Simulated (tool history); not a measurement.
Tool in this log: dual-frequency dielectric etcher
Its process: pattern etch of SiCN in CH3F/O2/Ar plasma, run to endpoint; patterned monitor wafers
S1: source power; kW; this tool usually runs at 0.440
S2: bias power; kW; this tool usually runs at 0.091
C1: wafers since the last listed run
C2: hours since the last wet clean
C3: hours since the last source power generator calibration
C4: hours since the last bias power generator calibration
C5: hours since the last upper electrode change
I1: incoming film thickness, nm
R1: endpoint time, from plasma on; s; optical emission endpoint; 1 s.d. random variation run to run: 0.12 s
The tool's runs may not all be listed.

run	hour	S1	S2	C1	C2	C3	C4	C5	I1	R1
1	0.0	0.440	0.075	0	127.0	2549.0	772.9	3671.5	7.52	18.9
2	62.4	0.440	0.091	1408	189.4	2611.4	835.3	3733.9	7.50	18.0
# hour 338.5: wet clean of the chamber
3	371.1	0.440	0.091	6426	32.6	2920.1	1144.0	4042.6	7.49	18.0
4	424.0	0.440	0.091	1194	85.5	2973.0	1196.9	4095.5	7.51	18.0
5	482.9	0.390	0.091	1329	144.4	3031.9	1255.8	4154.4	7.46	18.7
6	528.1	0.440	0.091	1020	189.6	3077.1	1301.0	4199.6	7.57	18.3
7	654.0	0.440	0.091	2842	315.5	3203.0	1426.9	4325.5	7.47	18.1
# hour 714.0: wet clean of the chamber
8	751.7	0.440	0.091	1663	37.7	3300.7	1524.6	4423.2	7.60	18.1
9	834.4	0.440	0.091	1866	120.4	3383.4	1607.3	4505.9	7.45	17.8
# hour 892.5: upper electrode replaced
10	900.0	0.440	0.091	939	186.0	3449.0	1672.9	7.5	7.55	18.0
11	988.3	0.440	0.101	1993	274.3	3537.3	1761.2	95.8	7.48	17.4
# hour 1020.2: bias power generator calibrated
# hour 1090.1: wet clean of the chamber
12	1092.9	0.440	0.091	1729	2.8	3641.9	72.7	200.4	7.54	17.9
13	1199.8	0.440	0.091	2413	109.7	3748.8	179.6	307.3	7.52	18.2
14	1279.2	0.520	0.106	1792	189.1	3828.2	259.0	386.7	7.50	16.4
15	1324.4	0.440	0.091	1020	234.3	3873.4	304.2	431.9	7.50	18.4
# hour 1354.5: source power generator calibrated
16	1424.6	0.380	0.078	2171	334.5	70.1	404.4	532.1	7.52	20.1
# hour 1483.1: wet clean of the chamber
17	1528.0	0.350	0.091	1792	44.9	173.5	507.8	635.5	7.57	19.3
18	1578.6	0.510	0.105	1142	95.5	224.1	558.4	686.1	7.49	16.3
19	1661.2	0.440	0.106	1864	178.1	306.7	641.0	768.7	7.52	17.3
20	1737.6	0.390	0.091	1724	254.5	383.1	717.4	845.1	7.45	18.8
21	1814.6	0.440	0.091	1738	331.5	460.1	794.4	922.1	7.48	18.2
# hour 1906.5: wet clean of the chamber
22	1907.0	0.340	0.074	1544	0.5	552.5	886.8	1014.5	7.45	20.1
23	1961.5	0.350	0.101	1230	55.0	607.0	941.3	1069.0	7.48	18.7
24	2032.2	0.520	0.097	1595	125.7	677.7	1012.0	1139.7	7.53	16.7
25	2100.6	0.350	0.102	1544	194.1	746.1	1080.4	1208.1	7.56	18.8
26	2195.8	0.510	0.071	2149	289.3	841.3	1175.6	1303.3	7.47	18.5

Below are 4 alternative next runs, each starting from the tool's condition after run 26. Predict each:
A	2196.2	0.340	0.091	9	289.7	841.7	1176.0	1303.7	7.55	?
B	2196.2	0.490	0.071	9	289.7	841.7	1176.0	1303.7	7.55	?
C	2196.2	0.400	0.076	9	289.7	841.7	1176.0	1303.7	7.55	?
D	2196.2	0.330	0.104	9	289.7	841.7	1176.0	1303.7	7.55	?

run	R1
A	20.0
B	19.0
C	19.9
D	19.4
Had the tool no hidden state, the same runs would have come out as:
run	R1
A	19.5
B	18.5
C	19.5
D	18.9
